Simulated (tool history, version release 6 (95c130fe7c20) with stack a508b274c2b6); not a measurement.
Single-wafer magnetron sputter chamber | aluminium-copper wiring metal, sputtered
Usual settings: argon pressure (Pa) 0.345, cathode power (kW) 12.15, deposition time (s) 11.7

run	hour	argon pressure (Pa)	cathode power (kW)	deposition time (s)	read-back reference wafer on the same gauge, thickness_nm	mean film thickness on the monitor wafer (Å)
1	0	0.345	12.15	11.7	309.903	2729.16
2	34.5	0.345	12.15	11.7	310.215	2726.43
3	55.6	0.383	13	11.7	310.19	2860.84
4	68.3	0.345	12.15	11.7	310.137	2715.18
5	85.5	0.345	12.15	11.7	309.986	2677.33
# hour 102.7: sputter target and shields replaced
6	112.4	0.345	12.15	11.7	310.093	2718.33
7	142.2	0.345	12.15	11.7	310.173	2729.19
8	169.2	0.345	12.15	11.7	310.089	2708.34
9	183	0.345	12.15	11.7	309.914	2704.25
# hour 211.7: capacitance manometer re-zeroed and calibrated
# hour 221.1: magnet pack replaced
# hour 225.4: sputter target and shields replaced
10	225.9	0.345	13.4	11.7	309.985	3005.97
11	244.1	0.345	13.4	11.7	309.964	3007.28
12	268.9	0.264	12.15	11.7	310.111	2796.43
13	288.5	0.264	12.15	11.7	309.97	2791.27
14	306.8	0.268	12.15	11.7	310.118	2787.44
15	321.1	0.345	12.15	11.7	309.84	2692.12
# hour 328.8: gauge calibrated
# hour 348.1: sputter target and shields replaced
16	348.6	0.445	13.85	9.9	309.954	2531.53
17	362.8	0.465	10.8	12.9	309.914	2566.66
18	377.8	0.345	12.15	11.7	310.16	2738.93
19	437.1	0.345	12.15	11.7	310.013	2705.31
# hour 463.5: sputter target and shields replaced
20	465.4	0.305	9.5	10.1	310.076	1865.36
21	495.6	0.288	12.15	13.9	310.097	3328.07
22	526.3	0.273	12.15	11.7	309.955	2786.89
23	554.7	0.309	10.05	11.7	309.92	2274.54
24	582.9	0.345	12.15	11.7	309.769	2683.68
# hour 597.7: sputter target and shields replaced
25	604.5	0.345	14.15	12.8	309.917	3495.74
26	624.7	0.345	12.15	11.7	310.105	2714.82
27	652.3	0.266	14	11.7	309.883	3226.93

Forecast each of these 3 alternatives for the next run:
A	652.7	0.345	10.5	11.7	?	?
B	652.7	0.411	15.15	11.7	?	?
C	652.7	0.391	12.9	9.8	?	?

run	read-back reference wafer on the same gauge, thickness_nm	mean film thickness on the monitor wafer (Å)
A	310.111	2355.28
B	310.111	3322.07
C	310.111	2385.63
Without the tool's hidden state the same runs would have given:
run	mean film thickness on the monitor wafer (Å)
A	2362.85
B	3332.75
C	2393.3
